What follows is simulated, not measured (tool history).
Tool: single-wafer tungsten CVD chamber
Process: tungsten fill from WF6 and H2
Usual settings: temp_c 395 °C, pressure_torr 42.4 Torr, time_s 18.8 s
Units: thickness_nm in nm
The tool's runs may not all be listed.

| run | hour | temp_c | pressure_torr | time_s | read-back reference wafer on the same gauge, thickness_nm | thickness_nm |
|---|---|---|---|---|---|---|
| 1 | 0.0 | 395 | 42.4 | 18.8 | 66.491 | 57.108 |
| 2 | 14.4 | 395 | 42.4 | 18.8 | 66.530 | 57.139 |
| 3 | 30.0 | 395 | 48.8 | 18.8 | 66.530 | 61.432 |
| 4 | 47.3 | 395 | 48.8 | 18.8 | 66.472 | 61.006 |
| 5 | 53.5 | 395 | 48.8 | 18.8 | 66.458 | 60.783 |
| 6 | 91.8 | 395 | 42.4 | 16.2 | 66.500 | 48.979 |
| 7 | 106.2 | 395 | 42.4 | 16.2 | 66.515 | 49.302 |
| 8 | 121.8 | 395 | 42.4 | 16.2 | 66.426 | 48.986 |
| 9 | 135.4 | 395 | 44.6 | 20.3 | 66.476 | 63.058 |
| 10 | 148.5 | 395 | 42.4 | 16.8 | 66.505 | 50.614 |
| 11 | 160.9 | 395 | 42.4 | 18.8 | 66.511 | 56.787 |
| 12 | 178.2 | 395 | 42.4 | 18.8 | 66.456 | 56.584 |
| 13 | 184.4 | 409 | 47.1 | 17.1 | 66.524 | 72.639 |
| 14 | 200.0 | 407 | 32.1 | 18.8 | 66.502 | 62.913 |
| 15 | 206.8 | 395 | 42.4 | 18.8 | 66.532 | 56.397 |
|  | 221.1 | thermocouple changed; heater temperature recalibrated |
| 16 | 221.6 | 395 | 42.4 | 18.8 | 66.523 | 54.415 |
|  | 232.2 | capacitance manometer re-zeroed and calibrated |
| 17 | 232.7 | 407 | 42.4 | 18.8 | 66.478 | 70.068 |
| 18 | 239.1 | 384 | 42.4 | 17.7 | 66.521 | 39.658 |
| 19 | 256.1 | 395 | 42.4 | 18.8 | 66.491 | 54.107 |
| 20 | 269.7 | 395 | 49.0 | 21.2 | 66.541 | 65.793 |
| 21 | 280.8 | 387 | 42.4 | 16.1 | 66.534 | 38.956 |
| 22 | 287.7 | 391 | 48.8 | 21.2 | 66.537 | 60.030 |
| 23 | 296.8 | 395 | 44.6 | 20.3 | 66.564 | 60.094 |

Run 24 comes next. What will it give?
| 24 | 308.0 | 384 | 51.6 | 22.3 | ? | ? |

read-back reference wafer on the same gauge, thickness_nm: 66.501
thickness_nm: 55.399 nm
Without the tool's hidden state the same run would have given thickness_nm 61.111 nm.

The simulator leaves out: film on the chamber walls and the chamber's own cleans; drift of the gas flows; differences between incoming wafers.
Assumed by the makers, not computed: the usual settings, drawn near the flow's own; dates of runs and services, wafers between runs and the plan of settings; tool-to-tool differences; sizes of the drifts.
